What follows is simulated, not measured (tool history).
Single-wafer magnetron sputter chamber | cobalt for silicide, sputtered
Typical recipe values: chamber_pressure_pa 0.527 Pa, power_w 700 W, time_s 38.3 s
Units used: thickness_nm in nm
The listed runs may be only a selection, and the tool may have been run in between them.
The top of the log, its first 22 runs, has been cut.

run	hour	chamber_pressure_pa	power_w	time_s	wafers since the last listed run	wafers on the sputter target	hours since the last manometer calibration	hours since the magnet pack was replaced	hours since the gauge calibration	read-back reference wafer on the same gauge, thickness_nm	thickness_nm
23	1941.7	0.527	700	33.9	2378	7567	2175.3	763.8	653.7	12.892	11.55
24	2004.9	0.527	850	40.9	1922	9490	2238.5	827	716.9	12.899	16.737
25	2042.1	0.527	700	35.2	1131	10621	2275.7	864.2	754.1	12.905	11.988
# hour 2084.4: capacitance manometer re-zeroed and calibrated
26	2094.9	0.466	700	38.3	1362	11984	10.5	917	806.9	12.907	13.728
27	2190.5	0.729	800	41	2908	14893	106.1	1012.6	902.5	12.898	15.188
28	2288.9	0.527	800	38.3	2993	17886	204.5	1111	1000.9	12.894	15.055
# hour 2344.6: sputter target and shields replaced
29	2348.1	0.527	850	38.3	1557	105	263.7	1170.2	1060.1	12.904	15.862
30	2425.6	0.527	700	34.3	2357	2463	341.2	1247.7	1137.6	12.905	11.925
31	2526.6	0.527	700	38.3	3072	5536	442.2	1348.7	1238.6	12.897	13.328
32	2616.6	0.527	700	38.3	2737	8273	532.2	1438.7	1328.6	12.899	13.167
33	2661.6	0.527	700	38.3	1368	9642	577.2	1483.7	1373.6	12.902	13.204
34	2724.8	0.339	850	38.3	1922	11565	640.4	1546.9	1436.8	12.898	16.914
35	2817.5	0.527	700	38.3	2820	14385	733.1	1639.6	1529.5	12.898	13.113

Alternative continuations, all from the tool just after run 35; predict every row:
A	2817.9	0.527	700	38.3	12	14397	733.5	1640	1529.9	?	?
B	2817.9	0.616	900	43.3	12	14397	733.5	1640	1529.9	?	?
C	2817.9	0.527	850	32.8	12	14397	733.5	1640	1529.9	?	?
D	2817.9	0.64	550	41.3	12	14397	733.5	1640	1529.9	?	?

run	read-back reference wafer on the same gauge, thickness_nm	thickness_nm
A	12.902	13.222
B	12.902	18.322
C	12.902	13.564
D	12.902	11.001
Had the tool no hidden state, the same runs would have come out as:
run	thickness_nm
A	13.402
B	18.612
C	13.748
D	11.181

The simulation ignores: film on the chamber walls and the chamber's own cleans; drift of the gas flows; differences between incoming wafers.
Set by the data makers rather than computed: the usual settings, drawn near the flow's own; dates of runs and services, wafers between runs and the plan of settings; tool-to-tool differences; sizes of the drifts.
